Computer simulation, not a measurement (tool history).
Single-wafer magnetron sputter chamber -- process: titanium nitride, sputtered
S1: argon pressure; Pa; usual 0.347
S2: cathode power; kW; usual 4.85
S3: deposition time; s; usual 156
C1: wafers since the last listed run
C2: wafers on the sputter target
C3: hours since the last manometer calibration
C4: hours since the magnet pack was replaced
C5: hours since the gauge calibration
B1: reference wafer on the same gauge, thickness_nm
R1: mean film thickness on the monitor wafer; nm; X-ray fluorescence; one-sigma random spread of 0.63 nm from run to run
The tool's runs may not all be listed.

| run | hour | S1 | S2 | S3 | C1 | C2 | C3 | C4 | C5 | B1 | R1 |
|---|---|---|---|---|---|---|---|---|---|---|---|
| 1 | 0 | 0.347 | 4.85 | 156 | 0 | 2061 | 1084.3 | 2474.2 | 658.9 | 141.986 | 153.452 |
| 2 | 53.1 | 0.347 | 4.85 | 156 | 296 | 2358 | 1137.4 | 2527.3 | 712 | 142.05 | 152.381 |
| 3 | 90.6 | 0.347 | 4.85 | 156 | 209 | 2567 | 1174.9 | 2564.8 | 749.5 | 142.149 | 153.147 |
| 4 | 192.9 | 0.347 | 4.85 | 156 | 571 | 3139 | 1277.2 | 2667.1 | 851.8 | 142.064 | 152.771 |
| 5 | 238.9 | 0.347 | 4.85 | 156 | 256 | 3396 | 1323.2 | 2713.1 | 897.8 | 142.074 | 153.207 |
|  | 279 | sputter target and shields replaced |
| 6 | 306.3 | 0.293 | 4.85 | 156 | 331 | 152 | 1390.6 | 2780.5 | 965.2 | 141.805 | 156.859 |
| 7 | 368.7 | 0.293 | 4.85 | 156 | 348 | 501 | 1453 | 2842.9 | 1027.6 | 142.012 | 156.215 |
| 8 | 464.4 | 0.293 | 4.85 | 156 | 534 | 1035 | 1548.7 | 2938.6 | 1123.3 | 142.043 | 156.649 |
| 9 | 533.3 | 0.347 | 5.5 | 156 | 384 | 1420 | 1617.6 | 3007.5 | 1192.2 | 142.019 | 174.245 |
| 10 | 641.3 | 0.347 | 4.85 | 156 | 603 | 2023 | 1725.6 | 3115.5 | 1300.2 | 141.9 | 153.12 |
| 11 | 702.3 | 0.347 | 4.85 | 156 | 340 | 2364 | 1786.6 | 3176.5 | 1361.2 | 142.007 | 153.42 |
| 12 | 806.2 | 0.347 | 4.25 | 156 | 580 | 2944 | 1890.5 | 3280.4 | 1465.1 | 141.917 | 133.614 |
| 13 | 844.4 | 0.347 | 4.25 | 156 | 213 | 3158 | 1928.7 | 3318.6 | 1503.3 | 142.045 | 134.576 |
|  | 878.5 | sputter target and shields replaced |
| 14 | 896.9 | 0.347 | 4.25 | 156 | 248 | 102 | 1981.2 | 3371.1 | 1555.8 | 142.058 | 134.951 |
| 15 | 956.2 | 0.347 | 4.85 | 156 | 331 | 433 | 2040.5 | 3430.4 | 1615.1 | 142.033 | 153.597 |
| 16 | 1030.9 | 0.347 | 4.85 | 156 | 417 | 851 | 2115.2 | 3505.1 | 1689.8 | 141.884 | 152.846 |
| 17 | 1091.8 | 0.347 | 4.85 | 156 | 340 | 1191 | 2176.1 | 3566 | 1750.7 | 142.102 | 154.073 |
| 18 | 1163 | 0.347 | 4.85 | 156 | 397 | 1588 | 2247.3 | 3637.2 | 1821.9 | 141.99 | 153.602 |
| 19 | 1256.4 | 0.347 | 4.85 | 156 | 521 | 2110 | 2340.7 | 3730.6 | 1915.3 | 142.004 | 153.961 |
| 20 | 1356 | 0.242 | 4.85 | 185 | 556 | 2666 | 2440.3 | 3830.2 | 2014.9 | 142.237 | 189.499 |
| 21 | 1423.9 | 0.243 | 4 | 132 | 379 | 3046 | 2508.2 | 3898.1 | 2082.8 | 141.893 | 111.687 |
|  | 1453.6 | sputter target and shields replaced |
| 22 | 1492.2 | 0.425 | 4.85 | 140 | 336 | 215 | 2576.5 | 3966.4 | 2151.1 | 142.198 | 134.109 |
| 23 | 1528.7 | 0.347 | 4.85 | 156 | 203 | 419 | 2613 | 4002.9 | 2187.6 | 142.064 | 154.326 |
| 24 | 1605.9 | 0.347 | 4.85 | 156 | 431 | 850 | 2690.2 | 4080.1 | 2264.8 | 141.978 | 153.163 |
|  | 1642.4 | gauge calibrated |
| 25 | 1646.6 | 0.347 | 5.75 | 156 | 227 | 1077 | 2730.9 | 4120.8 | 4.2 | 141.969 | 181.329 |
| 26 | 1697.8 | 0.347 | 4.85 | 184 | 285 | 1363 | 2782.1 | 4172 | 55.4 | 141.898 | 181.14 |
|  | 1790.4 | capacitance manometer re-zeroed and calibrated |
| 27 | 1795.5 | 0.347 | 4.85 | 156 | 501 | 1864 | 5.1 | 4269.7 | 153.1 | 142.087 | 149.77 |
|  | 1835.1 | magnet pack replaced |
| 28 | 1845.1 | 0.347 | 4.85 | 156 | 232 | 2097 | 54.7 | 10 | 202.7 | 142.147 | 150.767 |
| 29 | 1931.1 | 0.347 | 3.85 | 168 | 480 | 2577 | 140.7 | 96 | 288.7 | 141.993 | 128.884 |
|  | 1955.7 | sputter target and shields replaced |
| 30 | 1968.5 | 0.476 | 4.85 | 168 | 164 | 71 | 178.1 | 133.4 | 326.1 | 141.952 | 155.124 |
| 31 | 2062.1 | 0.347 | 4.15 | 180 | 522 | 594 | 271.7 | 227 | 419.7 | 141.948 | 149.093 |
| 32 | 2237.5 | 0.347 | 5.95 | 156 | 979 | 1573 | 447.1 | 402.4 | 595.1 | 141.799 | 185.076 |
| 33 | 2288.1 | 0.347 | 4.85 | 167 | 282 | 1856 | 497.7 | 453 | 645.7 | 142.04 | 161.185 |
| 34 | 2382.2 | 0.236 | 4.85 | 141 | 525 | 2382 | 591.8 | 547.1 | 739.8 | 141.754 | 143.332 |
| 35 | 2472.7 | 0.263 | 4.85 | 183 | 505 | 2887 | 682.3 | 637.6 | 830.3 | 141.958 | 184.802 |

Describe how what the log doesn't record of the tool's condition differs between the last listed run preceding each entry between runs and the first listed run following it.
Runs 5 to 6: sputter target and shields replaced (hour 279)
  true argon pressure above the setpoint (%): -13 -> -13.2
  measured result minus the result with no hidden state, R1: +2.809 -> +2.453 nm
Runs 13 to 14: sputter target and shields replaced (hour 878.5)
  true argon pressure above the setpoint (%): -14.8 -> -14.9
  measured result minus the result with no hidden state, R1: +2.81 -> +2.839 nm
Runs 21 to 22: sputter target and shields replaced (hour 1453.6)
  true argon pressure above the setpoint (%): -15.7 -> -15.8
  measured result minus the result with no hidden state, R1: +1.686 -> +3.678 nm
Runs 24 to 25: gauge calibrated (hour 1642.4)
  the hidden state is the same at both runs
  measured result minus the result with no hidden state, R1: +3.434 -> +4.076 nm
Runs 26 to 27: capacitance manometer re-zeroed and calibrated (hour 1790.4)
  true argon pressure above the setpoint (%): -16 -> 0.0912
  measured result minus the result with no hidden state, R1: +4.083 -> -0.02 nm
Runs 27 to 28: magnet pack replaced (hour 1835.1)
  true argon pressure above the setpoint (%): 0.0912 -> -0.729
  measured result minus the result with no hidden state, R1: -0.02 -> +0.156 nm
Runs 29 to 30: sputter target and shields replaced (hour 1955.7)
  true argon pressure above the setpoint (%): -2.05 -> -2.59
  measured result minus the result with no hidden state, R1: +0.375 -> +0.788 nm
